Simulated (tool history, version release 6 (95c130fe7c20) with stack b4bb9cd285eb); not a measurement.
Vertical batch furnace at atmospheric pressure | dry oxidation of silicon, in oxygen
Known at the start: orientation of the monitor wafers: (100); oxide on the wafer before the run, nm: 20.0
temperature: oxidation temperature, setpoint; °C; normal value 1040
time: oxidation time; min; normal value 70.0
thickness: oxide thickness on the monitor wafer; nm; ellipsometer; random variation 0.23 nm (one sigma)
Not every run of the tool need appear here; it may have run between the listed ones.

run	hour	temperature	time	wafers since the last listed run	hours since the last temperature calibration	hours since the boat lift was adjusted	hours since the gauge calibration	read-back reference wafer on the same gauge, thickness	thickness
1	0.0	1026	70.0	0	1463.1	2916.8	651.3	81.22	78.49
2	63.9	1026	70.0	1034	1527.0	2980.7	715.2	81.14	77.96
3	101.8	1040	70.0	613	1564.9	3018.6	753.1	81.18	87.31
4	143.9	1040	70.0	681	1607.0	3060.7	795.2	81.19	87.43
5	173.5	1040	70.0	479	1636.6	3090.3	824.8	81.17	87.00
6	207.8	1040	70.0	555	1670.9	3124.6	859.1	81.15	86.95
7	269.5	1040	70.0	998	1732.6	3186.3	920.8	81.13	86.97
8	318.6	1040	70.0	794	1781.7	3235.4	969.9	81.12	87.32
9	383.2	1040	70.0	1045	1846.3	3300.0	1034.5	81.31	87.15
10	430.5	1040	70.0	765	1893.6	3347.3	1081.8	81.17	87.14
11	461.6	1040	93.5	503	1924.7	3378.4	1112.9	81.14	103.66
12	489.7	1040	93.5	454	1952.8	3406.5	1141.0	81.20	103.33
13	556.0	1040	93.5	1073	2019.1	3472.8	1207.3	81.23	103.53
14	591.6	1040	70.0	576	2054.7	3508.4	1242.9	81.22	87.19
# hour 705.5: boat lift adjusted
15	706.0	1040	70.0	1463	2169.1	0.5	1357.3	81.20	89.42
16	739.8	1050	36.5	547	2202.9	34.3	1391.1	81.26	67.03
17	798.2	1053	87.5	945	2261.3	92.7	1449.5	81.18	112.89
18	832.1	1040	70.0	548	2295.2	126.6	1483.4	81.27	89.69
19	860.0	1040	70.0	451	2323.1	154.5	1511.3	81.25	89.30
20	893.5	1052	70.0	542	2356.6	188.0	1544.8	81.16	97.99
21	962.4	1040	70.0	1115	2425.5	256.9	1613.7	81.23	89.04
22	1019.9	1049	103.5	930	2483.0	314.4	1671.2	81.10	121.50
23	1062.9	1040	70.0	696	2526.0	357.4	1714.2	81.20	89.32
24	1125.5	1040	70.0	1013	2588.6	420.0	1776.8	81.25	89.15
25	1171.1	1040	70.0	738	2634.2	465.6	1822.4	81.16	89.24
# hour 1213.1: thermocouples replaced and temperature profile calibrated
# hour 1216.9: gauge calibrated
26	1225.3	1060	70.0	488	12.2	519.8	8.4	81.18	104.15
27	1295.6	1029	85.5	1138	82.5	590.1	78.7	81.24	91.99
28	1333.6	1040	89.0	615	120.5	628.1	116.7	81.12	102.79
29	1393.9	1018	47.5	976	180.8	688.4	177.0	81.12	59.89
30	1419.7	1062	70.0	417	206.6	714.2	202.8	81.16	104.87
31	1480.7	1040	70.0	987	267.6	775.2	263.8	81.23	89.04
32	1548.6	1040	92.0	1099	335.5	843.1	331.7	81.20	104.96
33	1582.6	1040	46.5	550	369.5	877.1	365.7	81.19	70.04
34	1792.3	1022	70.0	3395	579.2	1086.8	575.4	81.18	77.24
35	1931.9	1040	70.0	2260	718.8	1226.4	715.0	81.19	89.08
36	1982.0	1053	70.0	811	768.9	1276.5	765.1	81.25	97.87
37	2026.6	1048	104.0	722	813.5	1321.1	809.7	81.16	119.20
38	2057.7	1030	104.5	503	844.6	1352.2	840.8	81.20	103.93

Below are 5 alternative next runs, each starting from the tool's condition after run 38. Predict each:
A	2062.6	1040	51.5	79	849.5	1357.1	845.7	?	?
B	2062.6	1031	89.0	79	849.5	1357.1	845.7	?	?
C	2062.6	1019	70.0	79	849.5	1357.1	845.7	?	?
D	2062.6	1016	48.5	79	849.5	1357.1	845.7	?	?
E	2062.6	1025	70.0	79	849.5	1357.1	845.7	?	?

run	read-back reference wafer on the same gauge, thickness	thickness
A	81.17	74.08
B	81.17	95.24
C	81.17	74.85
D	81.17	59.48
E	81.17	78.58
Without the tool's unlogged condition, the same runs would have read:
run	thickness
A	74.89
B	96.33
C	75.72
D	60.15
E	79.48

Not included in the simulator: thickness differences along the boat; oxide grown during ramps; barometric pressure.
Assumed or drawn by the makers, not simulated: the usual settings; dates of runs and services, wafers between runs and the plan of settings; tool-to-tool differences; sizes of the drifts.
